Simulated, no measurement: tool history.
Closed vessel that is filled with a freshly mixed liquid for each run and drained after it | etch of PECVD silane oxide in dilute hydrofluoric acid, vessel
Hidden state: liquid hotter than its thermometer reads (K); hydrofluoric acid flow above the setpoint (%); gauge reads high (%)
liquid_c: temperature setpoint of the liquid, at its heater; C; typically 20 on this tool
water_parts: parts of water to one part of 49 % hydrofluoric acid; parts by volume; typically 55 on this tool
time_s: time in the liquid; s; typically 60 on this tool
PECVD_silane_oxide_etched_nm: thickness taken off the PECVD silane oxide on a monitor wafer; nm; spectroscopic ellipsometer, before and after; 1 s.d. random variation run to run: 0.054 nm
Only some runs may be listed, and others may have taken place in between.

| run | hour | liquid_c | water_parts | time_s | wafers since the last listed run | hours since the thermometer was replaced | hours since the hydrofluoric acid flow meter was replaced | hours since the gauge calibration | read-back film thickness of the PECVD silane oxide reference wafer, read on the same gauge (nm) | PECVD_silane_oxide_etched_nm |
|---|---|---|---|---|---|---|---|---|---|---|
| 1 | 0 | 20 | 50 | 50 | 0 | 666.1 | 374.4 | 251.7 | 138.49 | 13.48 |
|  | 49.3 | gauge calibrated |
| 2 | 105.8 | 20 | 50 | 50 | 8364 | 771.9 | 480.2 | 56.5 | 139.86 | 13.61 |
| 3 | 125.3 | 20 | 50 | 50 | 1541 | 791.4 | 499.7 | 76 | 139.71 | 13.51 |
| 4 | 147.5 | 20 | 65 | 60 | 1755 | 813.6 | 521.9 | 98.2 | 139.59 | 12.35 |
|  | 181.2 | thermometer replaced |
|  | 240.9 | hydrofluoric acid flow meter replaced |
| 5 | 252.9 | 20 | 65 | 60 | 8174 | 71.7 | 12 | 203.6 | 139.04 | 12.26 |
| 6 | 279.5 | 20 | 65 | 60 | 2102 | 98.3 | 38.6 | 230.2 | 138.85 | 12.31 |
| 7 | 302.3 | 22.5 | 55 | 45 | 1802 | 121.1 | 61.4 | 253 | 138.75 | 12.14 |
| 8 | 333.9 | 20 | 55 | 60 | 2498 | 152.7 | 93 | 284.6 | 138.61 | 14.65 |

What does the tool deliver on the next run?
| 9 | 356.8 | 17 | 30 | 35 | 1810 | 175.6 | 115.9 | 307.5 | ? | ? |

{"run 9": {"read-back film thickness of the PECVD silane oxide reference wafer, read on the same gauge (nm)": 138.43, "PECVD_silane_oxide_etched_nm": 14.14}}
Were there no unlogged condition in the tool, this run, its random variation unchanged, would have produced PECVD_silane_oxide_etched_nm 14.31 nm.

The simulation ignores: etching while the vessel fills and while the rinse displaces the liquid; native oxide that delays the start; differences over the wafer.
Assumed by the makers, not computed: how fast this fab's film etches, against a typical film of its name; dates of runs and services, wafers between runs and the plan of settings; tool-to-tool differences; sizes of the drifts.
